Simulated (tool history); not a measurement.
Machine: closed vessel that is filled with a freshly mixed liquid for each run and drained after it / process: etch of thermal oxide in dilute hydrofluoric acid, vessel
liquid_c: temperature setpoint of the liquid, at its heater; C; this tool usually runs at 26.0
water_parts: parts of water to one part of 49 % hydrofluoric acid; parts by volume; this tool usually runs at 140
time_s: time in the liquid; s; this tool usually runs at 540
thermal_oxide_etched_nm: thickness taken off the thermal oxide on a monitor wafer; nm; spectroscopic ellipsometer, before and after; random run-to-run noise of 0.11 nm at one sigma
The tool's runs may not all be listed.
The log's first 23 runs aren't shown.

| run | day | liquid_c | water_parts | time_s | read-back film thickness of the thermal oxide reference wafer, read on the same gauge (nm) | thermal_oxide_etched_nm |
|---|---|---|---|---|---|---|
| 24 | 11.858 | 22.0 | 200 | 385 | 59.98 | 8.03 |
|  | 12.433 | hydrofluoric acid flow meter replaced |
| 25 | 12.546 | 21.5 | 100 | 305 | 60.02 | 14.00 |
| 26 | 13.100 | 26.0 | 140 | 540 | 59.99 | 20.05 |
| 27 | 13.692 | 26.0 | 100 | 540 | 60.01 | 29.50 |
| 28 | 14.125 | 22.0 | 90 | 860 | 60.01 | 44.96 |
| 29 | 14.479 | 26.0 | 140 | 700 | 60.01 | 25.96 |
| 30 | 14.775 | 27.5 | 70 | 355 | 60.00 | 30.74 |
| 31 | 15.325 | 29.5 | 180 | 845 | 60.00 | 26.67 |
| 32 | 15.633 | 26.0 | 140 | 755 | 60.01 | 27.99 |
| 33 | 15.917 | 26.0 | 140 | 540 | 59.98 | 20.02 |

Here are 3 independent what-if runs from the current tool condition. What would each one return?
| A | 15.950 | 26.0 | 140 | 455 | ? | ? |
| B | 15.950 | 23.5 | 140 | 865 | ? | ? |
| C | 15.950 | 23.0 | 95 | 860 | ? | ? |

| run | read-back film thickness of the thermal oxide reference wafer, read on the same gauge (nm) | thermal_oxide_etched_nm |
|---|---|---|
| A | 59.98 | 16.89 |
| B | 59.98 | 29.18 |
| C | 59.98 | 44.20 |
Stripped of hidden state, with their random variation kept, the same runs would have yielded:
| run | thermal_oxide_etched_nm |
|---|---|
| A | 16.89 |
| B | 29.18 |
| C | 44.20 |

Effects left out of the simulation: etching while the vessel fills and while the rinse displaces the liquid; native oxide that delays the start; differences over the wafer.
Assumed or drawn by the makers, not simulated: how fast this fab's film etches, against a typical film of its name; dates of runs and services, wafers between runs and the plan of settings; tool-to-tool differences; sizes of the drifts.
